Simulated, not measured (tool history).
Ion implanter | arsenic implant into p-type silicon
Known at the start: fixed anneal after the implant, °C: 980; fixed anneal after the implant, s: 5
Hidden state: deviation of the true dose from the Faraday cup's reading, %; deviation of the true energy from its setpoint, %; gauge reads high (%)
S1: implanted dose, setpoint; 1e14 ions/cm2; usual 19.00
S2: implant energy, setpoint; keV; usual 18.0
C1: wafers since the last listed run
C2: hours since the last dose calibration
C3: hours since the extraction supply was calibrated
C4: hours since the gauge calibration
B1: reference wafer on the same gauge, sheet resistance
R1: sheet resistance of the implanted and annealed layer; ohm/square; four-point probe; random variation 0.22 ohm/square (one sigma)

| run | hour | S1 | S2 | C1 | C2 | C3 | C4 | B1 | R1 |
|---|---|---|---|---|---|---|---|---|---|
| 1 | 0.0 | 20.75 | 18.0 | 0 | 256.3 | 3609.2 | 338.1 | 150.93 | 145.30 |
| 2 | 75.3 | 20.75 | 18.0 | 1755 | 331.6 | 3684.5 | 413.4 | 151.05 | 145.35 |
| 3 | 181.9 | 20.75 | 18.0 | 2485 | 438.2 | 3791.1 | 520.0 | 150.98 | 145.43 |
| 4 | 292.7 | 19.00 | 18.0 | 2583 | 549.0 | 3901.9 | 630.8 | 150.98 | 146.61 |
| 5 | 379.7 | 19.00 | 18.0 | 2028 | 636.0 | 3988.9 | 717.8 | 150.91 | 146.97 |
| 6 | 476.7 | 19.00 | 15.5 | 2261 | 733.0 | 4085.9 | 814.8 | 150.92 | 157.70 |
| 7 | 551.7 | 19.00 | 15.5 | 1748 | 808.0 | 4160.9 | 889.8 | 151.06 | 158.10 |
| 8 | 621.4 | 15.65 | 23.0 | 1625 | 877.7 | 4230.6 | 959.5 | 150.97 | 134.87 |
| 9 | 688.7 | 19.00 | 18.0 | 1569 | 945.0 | 4297.9 | 1026.8 | 151.10 | 146.94 |
| 10 | 780.7 | 19.00 | 18.0 | 2145 | 1037.0 | 4389.9 | 1118.8 | 151.06 | 146.82 |
| 11 | 819.3 | 19.00 | 18.0 | 899 | 1075.6 | 4428.5 | 1157.4 | 150.99 | 146.98 |
| 12 | 924.3 | 19.00 | 18.0 | 2448 | 1180.6 | 4533.5 | 1262.4 | 151.06 | 147.19 |
| 13 | 980.9 | 19.00 | 18.0 | 1319 | 1237.2 | 4590.1 | 1319.0 | 151.02 | 147.57 |
| 14 | 1046.7 | 19.00 | 18.0 | 1534 | 1303.0 | 4655.9 | 1384.8 | 150.98 | 146.86 |
| 15 | 1116.6 | 19.00 | 18.0 | 1629 | 1372.9 | 4725.8 | 1454.7 | 150.95 | 147.25 |
| 16 | 1169.4 | 19.00 | 18.0 | 1231 | 1425.7 | 4778.6 | 1507.5 | 151.10 | 147.07 |
| 17 | 1256.1 | 19.00 | 18.0 | 2021 | 1512.4 | 4865.3 | 1594.2 | 151.05 | 147.24 |
| 18 | 1343.4 | 19.00 | 18.0 | 2035 | 1599.7 | 4952.6 | 1681.5 | 151.04 | 146.90 |
| 19 | 1387.5 | 15.24 | 13.5 | 1028 | 1643.8 | 4996.7 | 1725.6 | 151.02 | 173.14 |
| 20 | 1450.1 | 20.86 | 15.0 | 1459 | 1706.4 | 5059.3 | 1788.2 | 151.01 | 158.97 |
|  | 1517.3 | gauge calibrated |
| 21 | 1522.2 | 21.46 | 23.5 | 1681 | 1778.5 | 5131.4 | 4.9 | 150.96 | 126.06 |
|  | 1580.7 | Faraday cup replaced and dose calibrated |
| 22 | 1584.8 | 23.27 | 20.0 | 1273 | 4.1 | 5194.0 | 67.5 | 151.06 | 135.47 |
| 23 | 1670.8 | 19.00 | 18.0 | 2005 | 90.1 | 5280.0 | 153.5 | 150.95 | 146.37 |
| 24 | 1755.9 | 15.88 | 21.5 | 1984 | 175.2 | 5365.1 | 238.6 | 150.98 | 138.33 |
|  | 1769.7 | extraction supply calibrated |
| 25 | 1850.2 | 19.00 | 18.0 | 2012 | 269.5 | 80.5 | 332.9 | 150.96 | 148.92 |
| 26 | 1937.9 | 13.86 | 13.0 | 2044 | 357.2 | 168.2 | 420.6 | 151.13 | 179.92 |
| 27 | 2041.8 | 14.18 | 23.5 | 2422 | 461.1 | 272.1 | 524.5 | 150.95 | 138.43 |
| 28 | 2093.8 | 22.70 | 18.0 | 1212 | 513.1 | 324.1 | 576.5 | 150.96 | 146.00 |
| 29 | 2165.2 | 19.00 | 18.0 | 1664 | 584.5 | 395.5 | 647.9 | 150.97 | 149.03 |
| 30 | 2233.7 | 21.96 | 21.0 | 1597 | 653.0 | 464.0 | 716.4 | 151.06 | 135.03 |
| 31 | 2305.2 | 14.07 | 20.5 | 1667 | 724.5 | 535.5 | 787.9 | 151.07 | 147.43 |
| 32 | 2396.6 | 17.45 | 18.0 | 2131 | 815.9 | 626.9 | 879.3 | 151.05 | 150.05 |
| 33 | 2442.0 | 19.00 | 18.0 | 1058 | 861.3 | 672.3 | 924.7 | 151.08 | 148.77 |
| 34 | 2527.4 | 21.90 | 15.0 | 1991 | 946.7 | 757.7 | 1010.1 | 150.91 | 159.11 |
| 35 | 2603.5 | 19.00 | 16.0 | 1774 | 1022.8 | 833.8 | 1086.2 | 150.94 | 157.19 |
| 36 | 2669.2 | 23.31 | 20.5 | 1531 | 1088.5 | 899.5 | 1151.9 | 150.98 | 135.69 |

Forecast each of these 4 alternatives for the next run:
| A | 2669.6 | 23.52 | 18.0 | 9 | 1088.9 | 899.9 | 1152.3 | ? | ? |
| B | 2669.6 | 17.52 | 12.5 | 9 | 1088.9 | 899.9 | 1152.3 | ? | ? |
| C | 2669.6 | 14.60 | 13.5 | 9 | 1088.9 | 899.9 | 1152.3 | ? | ? |
| D | 2669.6 | 13.39 | 21.5 | 9 | 1088.9 | 899.9 | 1152.3 | ? | ? |

| run | B1 | R1 |
|---|---|---|
| A | 151.07 | 145.18 |
| B | 151.07 | 176.85 |
| C | 151.07 | 175.62 |
| D | 151.07 | 146.10 |
Without the tool's hidden state the same runs would have given:
| run | R1 |
|---|---|
| A | 146.18 |
| B | 177.76 |
| C | 176.49 |
| D | 146.74 |
